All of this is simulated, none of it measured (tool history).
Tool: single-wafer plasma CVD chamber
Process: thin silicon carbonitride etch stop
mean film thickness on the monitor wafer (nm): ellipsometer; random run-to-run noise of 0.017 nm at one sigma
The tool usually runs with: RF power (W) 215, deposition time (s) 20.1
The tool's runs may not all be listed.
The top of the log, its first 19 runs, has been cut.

run	hour	RF power (W)	deposition time (s)	wafers since the last listed run	hours since the last thermocouple change	hours since the last RF generator calibration	hours since the showerhead was replaced	hours since the gauge calibration	read-back reference wafer on the same gauge, thickness_nm	mean film thickness on the monitor wafer (nm)
# hour 314.3: thermocouple changed; heater temperature recalibrated
20	314.8	185	18.1	287	0.5	83.3	33.0	47.6	12.295	9.880
21	322.0	175	20.1	189	7.7	90.5	40.2	54.8	12.305	10.818
22	328.3	215	23.1	166	14.0	96.8	46.5	61.1	12.297	13.171
23	344.9	215	20.1	437	30.6	113.4	63.1	77.7	12.299	11.450
24	358.3	240	17.6	353	44.0	126.8	76.5	91.1	12.295	10.373
25	373.0	250	18.4	387	58.7	141.5	91.2	105.8	12.303	10.933
26	380.3	215	20.1	192	66.0	148.8	98.5	113.1	12.302	11.438
27	394.2	215	20.1	366	79.9	162.7	112.4	127.0	12.307	11.435
28	401.4	200	20.1	189	87.1	169.9	119.6	134.2	12.303	11.236
29	412.5	185	21.8	292	98.2	181.0	130.7	145.3	12.302	11.889
30	421.0	215	20.1	224	106.7	189.5	139.2	153.8	12.301	11.447
31	434.9	245	22.5	366	120.6	203.4	153.1	167.7	12.297	13.341
32	447.5	215	20.1	332	133.2	216.0	165.7	180.3	12.299	11.483
33	464.8	240	18.9	456	150.5	233.3	183.0	197.6	12.306	11.090
34	475.0	215	20.1	268	160.7	243.5	193.2	207.8	12.295	11.441

Each row is a separate what-if for the run after 34, all from the same tool condition, not one after another. Results?
A	475.4	215	20.1	10	161.1	243.9	193.6	208.2	?	?
B	475.4	190	23.3	10	161.1	243.9	193.6	208.2	?	?
C	475.4	190	20.1	10	161.1	243.9	193.6	208.2	?	?
D	475.4	225	20.1	10	161.1	243.9	193.6	208.2	?	?
E	475.4	185	18.9	10	161.1	243.9	193.6	208.2	?	?

run	read-back reference wafer on the same gauge, thickness_nm	mean film thickness on the monitor wafer (nm)
A	12.299	11.447
B	12.299	12.811
C	12.299	11.051
D	12.299	11.596
E	12.299	10.313
With no hidden state in the tool, these same runs would have given:
run	mean film thickness on the monitor wafer (nm)
A	11.447
B	12.811
C	11.051
D	11.596
E	10.313
